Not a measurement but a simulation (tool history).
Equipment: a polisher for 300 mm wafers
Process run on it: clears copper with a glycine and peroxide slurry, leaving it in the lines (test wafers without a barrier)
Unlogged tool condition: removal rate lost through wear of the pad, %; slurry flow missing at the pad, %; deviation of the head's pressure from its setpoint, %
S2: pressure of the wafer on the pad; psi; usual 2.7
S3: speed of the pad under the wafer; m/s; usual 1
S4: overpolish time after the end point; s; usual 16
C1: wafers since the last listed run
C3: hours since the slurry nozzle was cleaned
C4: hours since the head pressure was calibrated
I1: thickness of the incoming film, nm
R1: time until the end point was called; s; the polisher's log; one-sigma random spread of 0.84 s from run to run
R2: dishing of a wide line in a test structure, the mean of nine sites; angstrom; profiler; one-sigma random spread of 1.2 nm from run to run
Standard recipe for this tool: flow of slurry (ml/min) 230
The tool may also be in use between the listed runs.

run 1 hour=0 | flow_of_slurry_(ml/min)=230 S2=2.7 S3=1.24 S4=16 | C1=0 wafers_polished_on_this_pad=745 C3=188.4 C4=332.9 | I1=552.5 | R1=88.4 R2=626
run 2 hour=28.2 | flow_of_slurry_(ml/min)=230 S2=2.7 S3=1.24 S4=16 | C1=235 wafers_polished_on_this_pad=980 C3=216.6 C4=361.1 | I1=551.5 | R1=88.5 R2=625
-- hour=46.6 worn pad replaced by a new one
run 3 hour=74.7 | flow_of_slurry_(ml/min)=165 S2=2.7 S3=1 S4=16 | C1=354 wafers_polished_on_this_pad=234 C3=263.1 C4=407.6 | I1=557.1 | R1=106 R2=543
run 4 hour=112.6 | flow_of_slurry_(ml/min)=165 S2=2.7 S3=1 S4=16 | C1=316 wafers_polished_on_this_pad=551 C3=301 C4=445.5 | I1=548.8 | R1=105.8 R2=545
run 5 hour=179.2 | flow_of_slurry_(ml/min)=165 S2=2.7 S3=1 S4=16 | C1=556 wafers_polished_on_this_pad=1107 C3=367.6 C4=512.1 | I1=561.5 | R1=109 R2=557
-- hour=184.6 worn pad replaced by a new one
run 6 hour=245.2 | flow_of_slurry_(ml/min)=230 S2=2.7 S3=1 S4=16 | C1=517 wafers_polished_on_this_pad=506 C3=433.6 C4=578.1 | I1=564.1 | R1=107.7 R2=529
run 7 hour=288 | flow_of_slurry_(ml/min)=230 S2=2.7 S3=1 S4=16 | C1=357 wafers_polished_on_this_pad=863 C3=476.4 C4=620.9 | I1=555.9 | R1=105.2 R2=540
-- hour=314.3 worn pad replaced by a new one
run 8 hour=317.1 | flow_of_slurry_(ml/min)=230 S2=2.7 S3=1 S4=16 | C1=209 wafers_polished_on_this_pad=23 C3=505.5 C4=650 | I1=564 | R1=108.1 R2=550
-- hour=337.4 head pressure recalibrated
run 9 hour=349.1 | flow_of_slurry_(ml/min)=305 S2=2.2 S3=1.2 S4=16 | C1=250 wafers_polished_on_this_pad=273 C3=537.5 C4=11.7 | I1=557.8 | R1=109.1 R2=534
run 10 hour=389.5 | flow_of_slurry_(ml/min)=255 S2=3 S3=0.88 S4=16 | C1=337 wafers_polished_on_this_pad=611 C3=577.9 C4=52.1 | I1=555.7 | R1=107.3 R2=552

The next listed run, before its measurement:
run 11 hour=449.3 | flow_of_slurry_(ml/min)=290 S2=3.3 S3=1.18 S4=24 | C1=499 wafers_polished_on_this_pad=1110 C3=637.7 C4=111.9 | I1=562 | R1=? R2=?

R1: 80.2 s
R2: 863 angstrom
Minus the tool's unlogged condition, the same run would have read R1 76.4 s, R2 885 angstrom.
